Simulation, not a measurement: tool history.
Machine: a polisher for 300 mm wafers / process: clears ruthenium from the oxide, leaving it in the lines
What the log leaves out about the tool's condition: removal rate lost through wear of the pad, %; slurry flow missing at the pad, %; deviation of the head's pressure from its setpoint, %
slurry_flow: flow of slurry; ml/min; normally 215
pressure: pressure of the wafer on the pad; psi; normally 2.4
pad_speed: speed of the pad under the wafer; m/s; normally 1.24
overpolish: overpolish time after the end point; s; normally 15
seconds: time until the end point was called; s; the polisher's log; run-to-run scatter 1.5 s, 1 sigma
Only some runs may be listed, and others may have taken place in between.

run	hour	slurry_flow	pressure	pad_speed	overpolish	wafers since the last listed run	wafers polished on this pad	hours since the slurry nozzle was cleaned	hours since the head pressure was calibrated	incoming thickness of the incoming film, nm	seconds
1	0	215	2.4	1.24	15	0	735	302.9	55.4	161.8	75.7
2	96.8	215	2.4	1.24	15	798	1534	399.7	152.2	160.3	75.6
3	168.4	215	2.4	1.24	15	590	2124	471.3	223.8	157.6	73.9
4	208.1	215	2.4	1.24	15	327	2452	511	263.5	157	72.8
# hour 280.6: slurry nozzle cleaned
5	307.2	215	2.4	1.24	15	809	3261	26.6	362.6	160	70.3
6	348.3	215	2.4	1.24	15	339	3600	67.7	403.7	160.8	71.9
7	401.3	265	2.4	1.24	15	437	4037	120.7	456.7	162.2	73.2
# hour 428.4: worn pad replaced by a new one
# hour 494.7: head pressure recalibrated
8	641	265	2.4	1.24	15	1927	1736	360.4	146.3	160.9	75.4
9	728.8	215	3	1.24	15	724	2461	448.2	234.1	160.3	60.9
10	816.2	215	2.4	1.14	15	720	3182	535.6	321.5	161.3	77.9
# hour 955: slurry nozzle cleaned
11	963.9	215	2.4	1.24	15	1210	4392	8.9	469.2	159	74
12	1014.6	215	2.4	1.24	15	418	4810	59.6	519.9	159.5	72.5
# hour 1041.2: worn pad replaced by a new one
13	1085	215	2.4	1.24	15	547	361	130	590.3	160.9	74.2
# hour 1104.4: head pressure recalibrated
14	1176.2	215	2.4	1.24	15	735	1097	221.2	71.8	156.6	76.1
15	1252.3	215	2.4	1.24	15	627	1725	297.3	147.9	161.1	78.7
16	1359.9	215	2.4	1.24	9	887	2612	404.9	255.5	160.5	76.2
17	1450.2	215	2.4	1.24	9	744	3357	495.2	345.8	157.3	70.6
18	1534.5	265	2.4	1.08	9	695	4053	579.5	430.1	159.2	78.5
# hour 1556.4: slurry nozzle cleaned
# hour 1586.1: worn pad replaced by a new one
# hour 1591: head pressure recalibrated
19	1634.4	215	2.4	0.92	15	766	381	78	43.4	160.4	98.7
20	1677.6	215	1.8	1.24	15	356	738	121.2	86.6	158.7	101.9
21	1730.6	215	2.4	1.24	15	437	1175	174.2	139.6	159.7	76.6
22	1824	215	2.4	1.12	15	770	1946	267.6	233	158.7	79.9
23	1923.1	185	2.4	1.04	18	817	2763	366.7	332.1	158.3	81.3
24	1968.2	215	2.4	1.24	15	372	3135	411.8	377.2	159.6	74.4
25	2067.7	215	2.7	0.84	15	820	3956	511.3	476.7	160.3	85.3
# hour 2127.9: slurry nozzle cleaned
26	2128.9	215	2.4	0.94	22	496	4453	1	537.9	159.5	84.6
# hour 2135: head pressure recalibrated
# hour 2182.7: worn pad replaced by a new one
27	2233.2	215	2.4	1.24	15	810	416	105.3	98.2	157.5	75.3
28	2289.4	245	1.7	1.1	15	463	880	161.5	154.4	159.4	110.1
29	2355.8	180	2.4	1.24	15	547	1428	227.9	220.8	159.9	74.5
30	2451.6	215	2.4	1.24	15	790	2218	323.7	316.6	159.4	73.8
31	2527.3	215	2.4	1.24	6	624	2842	399.4	392.3	162.3	74.6
32	2626.6	260	3	1.5	7	819	3661	498.7	491.6	158	49.6
# hour 2649.9: head pressure recalibrated
# hour 2681.8: worn pad replaced by a new one
33	2698.6	285	2.4	1.24	23	544	138	570.7	48.7	160.9	77.4

The next listed run, before its measurement:
34	2761.8	215	2.4	1.24	15	521	659	633.9	111.9	160	?

{"run 34": {"seconds": 78.8}}
The same run, on a tool lacking any hidden state, would have yielded seconds 83.3 s.
